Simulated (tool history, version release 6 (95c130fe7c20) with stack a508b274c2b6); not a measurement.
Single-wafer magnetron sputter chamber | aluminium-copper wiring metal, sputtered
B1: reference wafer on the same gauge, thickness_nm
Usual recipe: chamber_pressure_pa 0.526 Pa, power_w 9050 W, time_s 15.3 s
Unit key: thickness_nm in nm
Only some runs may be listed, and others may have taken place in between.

{"run": 1, "hour": 0.0, "chamber_pressure_pa": 0.526, "power_w": 9050, "time_s": 15.3, "B1": 227.997, "thickness_nm": 208.217}
{"run": 2, "hour": 13.5, "chamber_pressure_pa": 0.526, "power_w": 9050, "time_s": 15.3, "B1": 227.858, "thickness_nm": 207.837}
{"run": 3, "hour": 23.7, "chamber_pressure_pa": 0.526, "power_w": 9050, "time_s": 15.3, "B1": 227.961, "thickness_nm": 207.884}
{"run": 4, "hour": 33.4, "chamber_pressure_pa": 0.526, "power_w": 9050, "time_s": 15.3, "B1": 228.169, "thickness_nm": 206.957}
{"run": 5, "hour": 40.6, "chamber_pressure_pa": 0.526, "power_w": 9050, "time_s": 15.3, "B1": 228.125, "thickness_nm": 208.147}
{"run": 6, "hour": 52.2, "chamber_pressure_pa": 0.526, "power_w": 9050, "time_s": 15.3, "B1": 227.925, "thickness_nm": 207.004}
{"run": 7, "hour": 63.4, "chamber_pressure_pa": 0.526, "power_w": 9050, "time_s": 15.3, "B1": 227.872, "thickness_nm": 206.958}
{"hour": 68.8, "done": "gauge calibrated"}
{"run": 8, "hour": 70.6, "chamber_pressure_pa": 0.526, "power_w": 9050, "time_s": 15.3, "B1": 228.005, "thickness_nm": 207.858}
{"hour": 85.6, "done": "sputter target and shields replaced"}
{"run": 9, "hour": 86.1, "chamber_pressure_pa": 0.526, "power_w": 9050, "time_s": 15.3, "B1": 228.134, "thickness_nm": 211.085}
{"run": 10, "hour": 86.4, "chamber_pressure_pa": 0.6, "power_w": 7700, "time_s": 15.3, "B1": 228.117, "thickness_nm": 171.619}
{"hour": 97.7, "done": "magnet pack replaced"}
{"run": 11, "hour": 98.2, "chamber_pressure_pa": 0.526, "power_w": 9050, "time_s": 15.3, "B1": 227.987, "thickness_nm": 210.573}
{"run": 12, "hour": 105.8, "chamber_pressure_pa": 0.526, "power_w": 9050, "time_s": 12.5, "B1": 228.282, "thickness_nm": 171.068}
{"run": 13, "hour": 121.3, "chamber_pressure_pa": 0.649, "power_w": 9050, "time_s": 17.1, "B1": 227.924, "thickness_nm": 216.038}
{"hour": 131.8, "done": "capacitance manometer re-zeroed and calibrated"}
{"run": 14, "hour": 149.8, "chamber_pressure_pa": 0.453, "power_w": 6950, "time_s": 17.4, "B1": 227.971, "thickness_nm": 191.282}
{"run": 15, "hour": 165.8, "chamber_pressure_pa": 0.526, "power_w": 10650, "time_s": 15.3, "B1": 228.096, "thickness_nm": 244.087}
{"run": 16, "hour": 179.0, "chamber_pressure_pa": 0.627, "power_w": 8250, "time_s": 15.3, "B1": 227.823, "thickness_nm": 178.304}
{"run": 17, "hour": 189.4, "chamber_pressure_pa": 0.363, "power_w": 7600, "time_s": 18.3, "B1": 228.212, "thickness_nm": 232.697}
{"run": 18, "hour": 200.1, "chamber_pressure_pa": 0.352, "power_w": 9050, "time_s": 16.8, "B1": 228.037, "thickness_nm": 256.069}

Table of differences, measured result less the result of that run with no hidden state. Run-to-run variation is the same in both. Gauge scatter possibly is not:
Hidden state at play: deposition rate above that of a new target (%); true argon pressure above the setpoint (%); gauge reads high (%).
run=1 thickness_nm=-3.171
run=2 thickness_nm=-3.278
run=3 thickness_nm=-3.348
run=4 thickness_nm=-3.389
run=5 thickness_nm=-3.445
run=6 thickness_nm=-3.478
run=7 thickness_nm=-3.517
run=8 thickness_nm=-3.555
run=9 thickness_nm=-0.098
run=10 thickness_nm=-0.093
run=11 thickness_nm=-0.721
run=12 thickness_nm=-0.858
run=13 thickness_nm=-1.669
run=14 thickness_nm=-2.155
run=15 thickness_nm=-3.088
run=16 thickness_nm=-2.418
run=17 thickness_nm=-3.292
run=18 thickness_nm=-3.754

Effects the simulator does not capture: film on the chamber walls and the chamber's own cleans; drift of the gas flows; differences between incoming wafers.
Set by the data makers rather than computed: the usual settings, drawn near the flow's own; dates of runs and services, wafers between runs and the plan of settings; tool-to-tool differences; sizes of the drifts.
